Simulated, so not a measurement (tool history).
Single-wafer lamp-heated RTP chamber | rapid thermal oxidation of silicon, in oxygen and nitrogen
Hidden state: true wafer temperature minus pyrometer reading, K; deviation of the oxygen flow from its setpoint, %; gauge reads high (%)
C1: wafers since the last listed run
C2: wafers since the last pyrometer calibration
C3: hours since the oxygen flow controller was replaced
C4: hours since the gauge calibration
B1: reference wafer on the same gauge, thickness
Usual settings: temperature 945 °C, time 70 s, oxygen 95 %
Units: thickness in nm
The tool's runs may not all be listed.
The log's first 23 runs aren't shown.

{"run": 24, "day": 52.788, "temperature": 935, "time": 97, "oxygen": 98, "C1": 451, "C2": 2070, "C3": 165.3, "C4": 635, "B1": 4.27, "thickness": 4.589}
{"run": 25, "day": 53.846, "temperature": 959, "time": 37, "oxygen": 74, "C1": 199, "C2": 2269, "C3": 190.7, "C4": 660.4, "B1": 4.267, "thickness": 3.442}
{"run": 26, "day": 56.167, "temperature": 945, "time": 70, "oxygen": 95, "C1": 437, "C2": 2707, "C3": 246.4, "C4": 716.1, "B1": 4.271, "thickness": 4.297}
{"run": 27, "day": 58.417, "temperature": 945, "time": 41, "oxygen": 95, "C1": 424, "C2": 3131, "C3": 300.4, "C4": 770.1, "B1": 4.271, "thickness": 3.503}
{"day": 64.838, "done": "pyrometer window cleaned and pyrometer calibrated"}
{"run": 28, "day": 66.675, "temperature": 915, "time": 82, "oxygen": 73, "C1": 1494, "C2": 346, "C3": 498.6, "C4": 968.3, "B1": 4.27, "thickness": 3.475}
{"run": 29, "day": 68.138, "temperature": 960, "time": 82, "oxygen": 95, "C1": 275, "C2": 622, "C3": 533.7, "C4": 1003.4, "B1": 4.27, "thickness": 5.111}
{"run": 30, "day": 71.575, "temperature": 945, "time": 70, "oxygen": 95, "C1": 648, "C2": 1270, "C3": 616.2, "C4": 1085.9, "B1": 4.269, "thickness": 4.275}
{"run": 31, "day": 73.592, "temperature": 945, "time": 70, "oxygen": 95, "C1": 380, "C2": 1651, "C3": 664.6, "C4": 1134.3, "B1": 4.27, "thickness": 4.312}

The next listed run, before its measurement:
{"run": 32, "day": 75.917, "temperature": 972, "time": 70, "oxygen": 98, "C1": 438, "C2": 2089, "C3": 720.4, "C4": 1190.1, "B1": "?", "thickness": "?"}

{"run 32": {"B1": 4.27, "thickness": 5.252}}
Without the tool's hidden state the same run would have given thickness 5.252 nm.

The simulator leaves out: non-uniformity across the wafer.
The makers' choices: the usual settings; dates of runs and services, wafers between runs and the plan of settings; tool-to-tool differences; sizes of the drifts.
